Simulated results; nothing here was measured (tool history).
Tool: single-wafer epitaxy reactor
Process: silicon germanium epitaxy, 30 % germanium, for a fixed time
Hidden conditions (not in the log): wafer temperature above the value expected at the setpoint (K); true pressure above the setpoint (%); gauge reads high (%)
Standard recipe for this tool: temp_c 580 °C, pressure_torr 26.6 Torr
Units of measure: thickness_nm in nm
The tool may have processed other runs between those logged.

run,hour,temp_c,pressure_torr,wafers since the last listed run,hours since the last pyrometer calibration,hours since the last manometer calibration,hours since the showerhead was replaced,hours since the gauge calibration,"read-back reference wafer on the same gauge, thickness_nm",thickness_nm
1,0.0,580,26.6,0,1427.7,1097.7,5888.0,670.8,56.720,46.572
2,29.8,580,26.6,441,1457.5,1127.5,5917.8,700.6,56.715,46.368
3,56.7,580,26.6,398,1484.4,1154.4,5944.7,727.5,56.720,46.202
4,71.9,580,26.6,225,1499.6,1169.6,5959.9,742.7,56.718,46.156
5,106.4,573,26.6,511,1534.1,1204.1,5994.4,777.2,56.644,39.667
6,133.6,580,26.6,403,1561.3,1231.3,6021.6,804.4,56.706,46.316
7,167.7,580,26.6,505,1595.4,1265.4,6055.7,838.5,56.710,45.434
8,195.3,580,26.6,409,1623.0,1293.0,6083.3,866.1,56.674,45.592
9,208.0,580,26.6,188,1635.7,1305.7,6096.0,878.8,56.701,45.848
# hour 228.5: showerhead replaced
10,229.0,580,26.6,192,1656.7,1326.7,0.5,899.8,56.691,45.938
11,253.9,580,28.9,369,1681.6,1351.6,25.4,924.7,56.720,47.700
12,269.1,585,24.5,225,1696.8,1366.8,40.6,939.9,56.733,48.480
13,300.9,580,20.3,471,1728.6,1398.6,72.4,971.7,56.711,38.697
14,327.0,568,21.8,387,1754.7,1424.7,98.5,997.8,56.663,31.346
15,344.0,568,26.6,252,1771.7,1441.7,115.5,1014.8,56.759,34.967
# hour 352.5: capacitance manometer re-zeroed and calibrated
16,378.0,592,26.6,385,1805.7,25.5,149.5,1048.8,56.722,61.313
17,400.0,580,22.2,326,1827.7,47.5,171.5,1070.8,56.700,43.027
18,413.4,580,32.9,198,1841.1,60.9,184.9,1084.2,56.726,52.849
19,441.4,586,21.4,415,1869.1,88.9,212.9,1112.2,56.727,47.640
20,466.5,569,26.6,372,1894.2,114.0,238.0,1137.3,56.707,37.484
21,498.5,586,30.2,474,1926.2,146.0,270.0,1169.3,56.704,58.035
22,517.1,591,21.5,275,1944.8,164.6,288.6,1187.9,56.703,53.184
# hour 546.1: pyrometer calibrated
23,546.6,572,31.3,318,0.5,194.1,318.1,1217.4,56.697,43.547
24,555.9,580,28.9,137,9.8,203.4,327.4,1226.7,56.697,49.587
# hour 562.9: gauge calibrated
25,576.1,566,20.9,299,30.0,223.6,347.6,13.2,56.731,30.448
26,610.5,572,29.3,510,64.4,258.0,382.0,47.6,56.655,41.860
27,643.6,593,26.6,490,97.5,291.1,415.1,80.7,56.737,62.382
28,672.4,588,20.7,427,126.3,319.9,443.9,109.5,56.719,48.753
29,691.1,580,26.6,277,145.0,338.6,462.6,128.2,56.689,47.243
30,706.9,580,26.6,234,160.8,354.4,478.4,144.0,56.708,47.736
31,731.8,593,26.6,369,185.7,379.3,503.3,168.9,56.720,62.702
32,793.0,580,26.6,907,246.9,440.5,564.5,230.1,56.658,47.267
33,816.8,570,26.6,352,270.7,464.3,588.3,253.9,56.683,38.010
34,841.4,571,31.5,364,295.3,488.9,612.9,278.5,56.737,42.879

Branching from run 34: 5 alternative next runs. What would each branch give?
A,841.8,580,26.6,5,295.7,489.3,613.3,278.9,?,?
B,841.8,594,28.9,5,295.7,489.3,613.3,278.9,?,?
C,841.8,575,24.5,5,295.7,489.3,613.3,278.9,?,?
D,841.8,569,31.9,5,295.7,489.3,613.3,278.9,?,?
E,841.8,572,21.6,5,295.7,489.3,613.3,278.9,?,?

run,"read-back reference wafer on the same gauge, thickness_nm",thickness_nm
A,56.713,47.307
B,56.713,66.467
C,56.713,40.563
D,56.713,40.985
E,56.713,35.310
What these runs would have given with no unlogged condition in the tool:
run,thickness_nm
A,47.352
B,66.530
C,40.601
D,41.023
E,35.343
